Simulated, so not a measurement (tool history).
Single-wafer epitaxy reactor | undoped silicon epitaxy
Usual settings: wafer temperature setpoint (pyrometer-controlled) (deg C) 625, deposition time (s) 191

run	day	wafer temperature setpoint (pyrometer-controlled) (deg C)	deposition time (s)	read-back reference wafer on the same gauge, thickness_nm	mean film thickness on the monitor wafer (angstrom)
1	0.000	625	199	22.100	188.50
2	1.446	625	191	22.126	181.45
3	2.275	625	191	22.080	181.87
4	6.775	625	191	22.093	181.19
5	8.054	625	191	22.064	178.86
6	9.000	625	214	22.124	201.47
7	9.917	625	191	22.084	180.51
8	10.529	625	191	22.108	180.68
9	11.729	625	191	22.105	181.01
10	12.346	625	191	22.087	178.57
11	13.529	614	191	22.102	135.75
12	14.862	625	218	22.131	204.14
13	15.758	625	191	22.128	179.50
14	17.125	625	191	22.103	180.87
# day 18.179: pyrometer calibrated
15	18.200	625	191	22.112	188.73
# day 18.546: gauge calibrated
16	19.554	625	172	22.086	171.27
17	20.871	625	191	22.071	188.67
18	21.733	625	213	22.136	209.80
19	22.817	636	191	22.110	246.44
20	23.604	611	170	22.119	116.83
21	24.308	637	161	22.085	210.73
22	25.604	625	225	22.088	218.92
23	26.392	613	172	22.106	122.58
24	27.796	625	191	22.134	185.17
25	28.338	629	227	22.093	243.09
26	28.846	625	168	22.098	160.64
27	29.729	625	191	22.128	184.60
28	31.038	633	208	22.094	244.13
29	31.900	615	171	22.073	126.93
30	33.133	625	191	22.083	184.41
31	34.342	635	159	22.085	196.85

Measured less the same run without the tool's hidden state. The same run-to-run variation is in both; the gauge's scatter may not be:
The hidden state here: wafer temperature above the value expected at the setpoint (K); gauge reads high (%).
run	mean film thickness on the monitor wafer (angstrom)
1	-8.76
2	-8.55
3	-8.64
4	-8.90
5	-8.85
6	-10.02
7	-9.02
8	-9.05
9	-9.12
10	-9.03
11	-7.08
12	-10.42
13	-9.19
14	-9.30
15	+0.28
16	-0.47
17	-1.23
18	-1.84
19	-2.77
20	-1.62
21	-3.07
22	-3.89
23	-2.45
24	-4.07
25	-5.52
26	-3.82
27	-4.66
28	-6.51
29	-3.70
30	-5.54
31	-6.07

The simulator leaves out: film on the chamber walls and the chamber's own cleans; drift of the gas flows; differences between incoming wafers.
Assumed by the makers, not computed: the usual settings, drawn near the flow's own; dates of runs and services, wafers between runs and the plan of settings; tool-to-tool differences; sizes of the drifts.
